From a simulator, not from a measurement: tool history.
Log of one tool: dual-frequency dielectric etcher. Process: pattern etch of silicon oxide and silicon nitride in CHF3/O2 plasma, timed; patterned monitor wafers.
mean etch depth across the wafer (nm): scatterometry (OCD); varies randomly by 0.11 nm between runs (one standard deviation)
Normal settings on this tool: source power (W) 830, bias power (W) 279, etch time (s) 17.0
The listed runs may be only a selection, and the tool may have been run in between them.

run	day	source power (W)	bias power (W)	etch time (s)	wafers since the last listed run	hours since the last wet clean	hours since the last source power generator calibration	hours since the last bias power generator calibration	hours since the last upper electrode change	hours since the gauge calibration	read-back reference wafer on the same gauge, depth_nm	mean etch depth across the wafer (nm)
1	0.000	760	279	14.5	0	24.4	2441.0	4390.3	4149.5	2750.3	32.49	25.75
2	4.333	830	279	17.0	1816	128.4	2545.0	4494.3	4253.5	2854.3	32.49	31.35
3	7.133	940	279	13.5	1173	195.6	2612.2	4561.5	4320.7	2921.5	32.46	26.21
4	10.808	940	279	13.5	1540	283.8	2700.4	4649.7	4408.9	3009.7	32.52	26.24
5	13.258	940	279	13.5	1027	342.6	2759.2	4708.5	4467.7	3068.5	32.51	26.04
6	16.167	830	279	17.0	1219	412.4	2829.0	4778.3	4537.5	3138.3	32.49	31.29
7	18.192	830	279	17.0	848	461.0	2877.6	4826.9	4586.1	3186.9	32.55	31.48
8	20.075	830	302	17.0	789	506.2	2922.8	4872.1	4631.3	3232.1	32.51	32.20
# day 24.442: wet clean of the chamber
9	24.462	830	279	17.0	1420	0.5	3028.1	4977.4	4736.6	3337.4	32.51	31.38
10	26.471	780	279	17.0	841	48.7	3076.3	5025.6	4784.8	3385.6	32.52	30.44
11	28.412	780	279	17.0	813	95.3	3122.9	5072.2	4831.4	3432.2	32.51	30.41
# day 30.029: bias power generator calibrated
12	32.588	830	279	17.0	1680	195.5	3223.1	61.4	4931.6	3532.4	32.55	31.31
# day 36.754: gauge calibrated
# day 39.233: upper electrode replaced
13	39.254	1010	317	19.5	2375	355.5	3383.1	221.4	0.5	60.0	32.52	40.56
14	40.642	780	248	21.5	581	388.8	3416.4	254.7	33.8	93.3	32.52	36.74
# day 45.825: source power generator calibrated
# day 47.879: wet clean of the chamber
15	50.204	830	279	17.0	3519	55.8	105.1	484.2	263.3	322.8	32.47	31.25
16	53.608	770	279	17.0	1427	137.5	186.8	565.9	345.0	404.5	32.48	30.31
17	62.933	830	279	17.0	3909	361.3	410.6	789.7	568.8	628.3	32.50	31.18
18	74.271	980	348	21.0	4752	633.4	682.7	1061.8	840.9	900.4	32.56	45.12
# day 76.042: wet clean of the chamber
19	76.062	970	346	17.0	331	0.5	725.7	1104.8	883.9	943.4	32.49	36.39
20	79.350	1010	244	17.0	1378	79.4	804.6	1183.7	962.8	1022.3	32.51	32.00
21	81.471	830	279	12.5	889	130.3	855.5	1234.6	1013.7	1073.2	32.48	22.88
22	85.008	1010	239	19.5	1483	215.2	940.4	1319.5	1098.6	1158.1	32.47	36.28
23	93.121	680	250	17.0	3400	409.9	1135.1	1514.2	1293.3	1352.8	32.50	27.40

What will run 24 give?
24	103.550	1030	279	17.0	4372	660.2	1385.4	1764.5	1543.6	1603.1	?	?

read-back reference wafer on the same gauge, depth_nm: 32.51
mean etch depth across the wafer (nm): 34.00
Minus the tool's unlogged condition, the same run would have read mean etch depth across the wafer (nm) 34.00.
